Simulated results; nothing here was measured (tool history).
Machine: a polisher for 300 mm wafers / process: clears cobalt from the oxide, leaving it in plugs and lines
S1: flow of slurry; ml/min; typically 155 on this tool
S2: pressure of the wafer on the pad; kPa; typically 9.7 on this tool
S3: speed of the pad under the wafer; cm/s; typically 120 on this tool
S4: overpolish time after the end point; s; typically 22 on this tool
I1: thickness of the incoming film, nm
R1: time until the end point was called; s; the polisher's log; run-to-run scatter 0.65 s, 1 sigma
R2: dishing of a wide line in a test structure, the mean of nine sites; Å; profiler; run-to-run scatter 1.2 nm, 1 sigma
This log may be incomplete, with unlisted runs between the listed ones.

run,hour,S1,S2,S3,S4,I1,R1,R2
1,0.0,155,9.7,120,22,171.9,43.7,531
2,38.8,155,9.7,120,22,168.4,43.5,505
# hour 45.2: head pressure recalibrated
3,112.9,155,9.7,120,12,172.5,42.8,347
4,182.6,155,9.7,120,22,167.3,42.0,529
5,284.4,155,9.7,120,22,170.5,42.9,498
# hour 294.5: worn pad replaced by a new one
# hour 310.0: slurry nozzle cleaned
6,358.3,155,9.7,120,22,167.8,42.5,530
7,427.1,155,9.7,120,22,167.8,43.4,507
8,525.9,155,9.7,120,22,170.9,43.7,537
9,629.4,155,9.7,120,22,168.0,42.8,526
10,691.6,155,9.7,120,22,168.5,43.0,514
# hour 717.3: worn pad replaced by a new one
# hour 746.7: slurry nozzle cleaned
11,788.1,155,9.7,120,22,172.9,44.7,502
12,885.4,155,9.7,120,22,173.4,44.2,504
13,993.2,155,9.7,120,22,170.4,43.3,502
14,1064.7,155,9.7,132,22,169.2,39.6,545
15,1125.4,155,9.7,132,22,169.0,38.5,532
# hour 1193.0: worn pad replaced by a new one
16,1204.9,110,6.9,146,22,171.4,48.6,472
17,1276.1,155,9.7,120,22,169.2,43.7,518
# hour 1298.2: slurry nozzle cleaned
# hour 1326.5: head pressure recalibrated
18,1340.5,155,9.7,120,22,171.8,45.1,510

Run 19 has not been measured yet. What should we expect?
19,1394.7,185,7.6,142,11,171.9,?,?

R1: 44.2 s
R2: 333 Å
Take away the tool's hidden state, keep the run-to-run variation as it was, and the same run would have given R1 44.2 s, R2 333 Å.
